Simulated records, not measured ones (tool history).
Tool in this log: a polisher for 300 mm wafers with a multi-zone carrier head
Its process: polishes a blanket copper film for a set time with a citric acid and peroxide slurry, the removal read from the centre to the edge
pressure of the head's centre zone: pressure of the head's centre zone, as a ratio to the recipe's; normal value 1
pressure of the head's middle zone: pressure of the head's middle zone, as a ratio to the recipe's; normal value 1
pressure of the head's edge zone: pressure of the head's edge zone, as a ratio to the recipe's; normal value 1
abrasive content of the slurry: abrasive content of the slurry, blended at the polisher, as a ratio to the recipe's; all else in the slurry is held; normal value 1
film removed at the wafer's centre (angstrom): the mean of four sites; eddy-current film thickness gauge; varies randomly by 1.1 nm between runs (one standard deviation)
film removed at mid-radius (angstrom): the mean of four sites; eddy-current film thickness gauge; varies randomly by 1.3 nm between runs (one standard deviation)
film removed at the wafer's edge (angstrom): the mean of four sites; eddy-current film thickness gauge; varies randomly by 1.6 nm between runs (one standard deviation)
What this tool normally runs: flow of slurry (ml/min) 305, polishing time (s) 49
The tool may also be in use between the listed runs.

run   hour  flow of slurry (ml/min)  pressure of the head's centre zone  pressure of the head's middle zone  pressure of the head's edge zone  abrasive content of the slurry  polishing time (s)  wafers since the last listed run  wafers polished on this pad  hours since the slurry nozzle was cleaned  hours since the centre zone pressure was calibrated  hours since the edge zone pressure was calibrated  hours since the carrier head's membrane was replaced  incoming thickness of the incoming film, nm  film removed at the wafer's centre (angstrom)  film removed at mid-radius (angstrom)  film removed at the wafer's edge (angstrom)
  1      0                      305                                   1                                   1                                 1                               1                  49                                 0                          223                                       35.1                                                 10.6                                              542.3                                                  1338                                        861.9                                           1143                                   1177                                         1139
  2     48                      305                                   1                                   1                                 1                               1                  49                               677                          900                                       83.1                                                 58.6                                              590.3                                                  1386                                        839.9                                           1183                                   1179                                         1152
  3  125.7                      305                                   1                                   1                                 1                               1                  49                              1096                         1996                                      160.8                                                136.3                                                668                                                1463.7                                        840.3                                           1222                                   1173                                         1134
  4  233.7                      360                                   1                                   1                                 1                             0.8                  49                              1523                         3520                                      268.8                                                244.3                                                776                                                1571.7                                        865.4                                           1183                                   1145                                         1109
     238.5  -- worn pad replaced by a new one
  5  285.3                      360                                   1                                   1                                 1                             0.8                  49                               671                          659                                      320.4                                                295.9                                              827.6                                                1623.3                                        845.9                                           1183                                   1131                                         1103
  6  373.8                      305                                   1                                   1                                 1                               1                  49                              1248                         1908                                      408.9                                                384.4                                              916.1                                                1711.8                                        856.1                                           1225                                   1181                                         1132
     430.8  -- centre zone pressure recalibrated
  7  451.1                      305                                   1                                   1                                 1                               1                  49                              1062                         2970                                      486.2                                                 20.3                                              993.4                                                1789.1                                        839.7                                           1167                                   1184                                         1146
     458.2  -- carrier head's membrane replaced by a new one
     493.2  -- worn pad replaced by a new one
  8  557.1                      305                                   1                                   1                                 1                               1                  49                              1368                          901                                      592.2                                                126.3                                             1099.4                                                  98.9                                        846.3                                           1202                                   1183                                         1154
  9  647.5                      305                                   1                                   1                                 1                               1                  49                              1275                         2176                                      682.6                                                216.7                                             1189.8                                                 189.3                                        849.8                                           1198                                   1167                                         1134

For run 10, what comes out?
     667.8  -- edge zone pressure recalibrated
 10  754.9                      305                                1.03                                0.96                                 1                               1                  49                              1486                         3662                                        790                                                324.1                                               87.1                                                 296.7                                        856.3                                              ?                                      ?                                            ?

Run 10 came out at film removed at the wafer's centre (angstrom) 1225, film removed at mid-radius (angstrom) 1128, film removed at the wafer's edge (angstrom) 1151.
Without the tool's hidden state the same run would have given film removed at the wafer's centre (angstrom) 1155, film removed at mid-radius (angstrom) 1128, film removed at the wafer's edge (angstrom) 1151.

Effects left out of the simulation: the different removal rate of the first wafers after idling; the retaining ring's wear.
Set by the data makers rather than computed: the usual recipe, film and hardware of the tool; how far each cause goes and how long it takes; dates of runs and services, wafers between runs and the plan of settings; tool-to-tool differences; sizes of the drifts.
